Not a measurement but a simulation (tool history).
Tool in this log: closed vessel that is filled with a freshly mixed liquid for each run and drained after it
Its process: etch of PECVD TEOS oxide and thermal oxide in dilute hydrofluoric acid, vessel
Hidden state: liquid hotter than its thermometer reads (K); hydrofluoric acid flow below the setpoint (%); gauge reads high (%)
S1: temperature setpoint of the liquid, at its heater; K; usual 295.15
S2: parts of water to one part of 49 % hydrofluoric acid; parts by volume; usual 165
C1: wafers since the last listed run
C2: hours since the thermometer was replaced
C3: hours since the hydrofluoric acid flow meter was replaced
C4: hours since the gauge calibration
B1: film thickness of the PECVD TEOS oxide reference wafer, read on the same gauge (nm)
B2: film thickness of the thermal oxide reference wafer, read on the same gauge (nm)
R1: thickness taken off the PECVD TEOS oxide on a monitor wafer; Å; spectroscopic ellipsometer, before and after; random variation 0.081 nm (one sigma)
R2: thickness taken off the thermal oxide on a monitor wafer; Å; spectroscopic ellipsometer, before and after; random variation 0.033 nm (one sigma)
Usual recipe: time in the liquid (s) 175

Run 1, hour 0.0: usual settings; C1 0; C2 885.2; C3 595.4; C4 897.2; B1 139.98; B2 100.009. Result: R1 84.7 Å, R2 40.07 Å.
Run 2, hour 56.9: usual settings; C1 4922; C2 942.1; C3 652.3; C4 954.1; B1 139.99; B2 99.996. Result: R1 84.0 Å, R2 39.87 Å.
Run 3, hour 103.6: usual settings; C1 4040; C2 988.8; C3 699.0; C4 1000.8; B1 140.01; B2 100.001. Result: R1 83.8 Å, R2 39.41 Å.
Run 4, hour 153.0: usual settings; C1 4273; C2 1038.2; C3 748.4; C4 1050.2; B1 140.04; B2 100.034. Result: R1 83.3 Å, R2 40.01 Å.
Run 5, hour 304.6: usual settings; C1 13115; C2 1189.8; C3 900.0; C4 1201.8; B1 140.00; B2 99.973. Result: R1 82.6 Å, R2 39.12 Å.
Run 6, hour 338.3: usual settings but S2 135 parts by volume; C1 2915; C2 1223.5; C3 933.7; C4 1235.5; B1 139.97; B2 100.023. Result: R1 103.9 Å, R2 50.06 Å.
At hour 371.5: hydrofluoric acid flow meter replaced.
Run 7, hour 530.1: usual settings but S2 135 parts by volume; C1 16507; C2 1415.3; C3 158.6; C4 1427.3; B1 139.98; B2 99.980. Result: R1 98.8 Å, R2 47.20 Å.
Run 8, hour 575.3: usual settings but S2 135 parts by volume; C1 3910; C2 1460.5; C3 203.8; C4 1472.5; B1 139.99; B2 99.981. Result: R1 97.8 Å, R2 46.53 Å.
Run 9, hour 631.7: usual settings but S2 145 parts by volume; C1 4879; C2 1516.9; C3 260.2; C4 1528.9; B1 139.97; B2 100.021. Result: R1 90.5 Å, R2 43.37 Å.
Run 10, hour 663.6: usual settings but S2 145 parts by volume; C1 2759; C2 1548.8; C3 292.1; C4 1560.8; B1 140.02; B2 100.006. Result: R1 90.2 Å, R2 43.15 Å.
At hour 684.1: thermometer replaced.
At hour 689.6: hydrofluoric acid flow meter replaced, repeated, since the last time left the tool worse.
Run 11, hour 735.4: usual settings but S1 293.15 K; C1 6038; C2 51.3; C3 45.8; C4 1632.6; B1 139.99; B2 99.962. Result: R1 81.2 Å, R2 38.60 Å.
Run 12, hour 797.2: usual settings but S1 298.15 K, S2 190 parts by volume, time in the liquid (s) 75; C1 5346; C2 113.1; C3 107.6; C4 1694.4; B1 140.01; B2 99.997. Result: R1 34.8 Å, R2 16.59 Å.
Run 13, hour 848.9: usual settings but S1 299.65 K, S2 220 parts by volume, time in the liquid (s) 210; C1 4472; C2 164.8; C3 159.3; C4 1746.1; B1 139.97; B2 99.973. Result: R1 84.9 Å, R2 40.80 Å.
Run 14, hour 900.1: usual settings but S1 298.15 K; C1 4429; C2 216.0; C3 210.5; C4 1797.3; B1 140.01; B2 100.018. Result: R1 97.2 Å, R2 45.60 Å.
At hour 967.8: gauge calibrated.
Run 15, hour 970.8: usual settings; C1 6116; C2 286.7; C3 281.2; C4 3.0; B1 139.98; B2 99.995. Result: R1 84.3 Å, R2 40.76 Å.
Run 16, hour 1002.5: usual settings but S1 297.15 K, S2 115 parts by volume, time in the liquid (s) 105; C1 2742; C2 318.4; C3 312.9; C4 34.7; B1 140.02; B2 100.010. Result: R1 82.8 Å, R2 39.93 Å.
Run 17, hour 1050.6: usual settings but time in the liquid (s) 235; C1 4161; C2 366.5; C3 361.0; C4 82.8; B1 140.02; B2 100.009. Result: R1 115.7 Å, R2 55.08 Å.
Run 18, hour 1079.6: usual settings; C1 2508; C2 395.5; C3 390.0; C4 111.8; B1 140.00; B2 100.015. Result: R1 84.9 Å, R2 40.67 Å.
Run 19, hour 1281.0: usual settings but S2 120 parts by volume, time in the liquid (s) 240; C1 17424; C2 596.9; C3 591.4; C4 313.2; B1 140.03; B2 99.976. Result: R1 168.5 Å, R2 78.85 Å.
Run 20, hour 1336.4: usual settings but S1 291.65 K, time in the liquid (s) 240; C1 4793; C2 652.3; C3 646.8; C4 368.6; B1 140.04; B2 100.001. Result: R1 98.8 Å, R2 47.07 Å.
Run 21, hour 1499.5: usual settings but S1 297.65 K, time in the liquid (s) 80; C1 14110; C2 815.4; C3 809.9; C4 531.7; B1 140.03; B2 99.996. Result: R1 41.8 Å, R2 19.84 Å.
Run 22, hour 1526.6: usual settings but S1 299.65 K, time in the liquid (s) 235; C1 2344; C2 842.5; C3 837.0; C4 558.8; B1 139.99; B2 100.005. Result: R1 129.5 Å, R2 62.11 Å.
Run 23, hour 1569.1: usual settings but S2 145 parts by volume; C1 3676; C2 885.0; C3 879.5; C4 601.3; B1 140.02; B2 100.043. Result: R1 95.5 Å, R2 45.78 Å.
At hour 1585.5: hydrofluoric acid flow meter replaced.
Run 24, hour 1607.7: usual settings but S2 235 parts by volume; C1 3253; C2 923.6; C3 22.2; C4 639.9; B1 140.02; B2 100.036. Result: R1 57.3 Å, R2 27.25 Å.
Run 25, hour 1661.5: usual settings but S2 220 parts by volume, time in the liquid (s) 220; C1 4654; C2 977.4; C3 76.0; C4 693.7; B1 139.94; B2 99.975. Result: R1 78.0 Å, R2 37.19 Å.
Run 26, hour 1706.2: usual settings but S1 298.65 K, time in the liquid (s) 280; C1 3867; C2 1022.1; C3 120.7; C4 738.4; B1 140.01; B2 99.987. Result: R1 155.9 Å, R2 75.79 Å.
Run 27, hour 1771.9: usual settings but S1 290.15 K, time in the liquid (s) 105; C1 5684; C2 1087.8; C3 186.4; C4 804.1; B1 139.97; B2 99.998. Result: R1 42.2 Å, R2 20.26 Å.

What if the next run were any one of these 3? Each begins from the tool's condition after run 27:
Run A, hour 1772.6: usual settings; C1 60; C2 1088.5; C3 187.1; C4 804.8; B1 ?; B2 ?. Result: R1 ?, R2 ?.
Run B, hour 1772.6: usual settings but S1 296.65 K, time in the liquid (s) 75; C1 60; C2 1088.5; C3 187.1; C4 804.8; B1 ?; B2 ?. Result: R1 ?, R2 ?.
Run C, hour 1772.6: usual settings but S1 298.65 K, S2 215 parts by volume, time in the liquid (s) 225; C1 60; C2 1088.5; C3 187.1; C4 804.8; B1 ?; B2 ?. Result: R1 ?, R2 ?.

run      B1       B2    R1     R2
  A  140.03  100.036  86.9  41.26
  B  140.03  100.036  39.4  18.73
  C  140.03  100.036  92.5  43.92
Stripped of hidden state, with their random variation kept, the same runs would have yielded:
run    R1     R2
  A  88.1  41.83
  B  40.0  18.99
  C  93.8  44.56
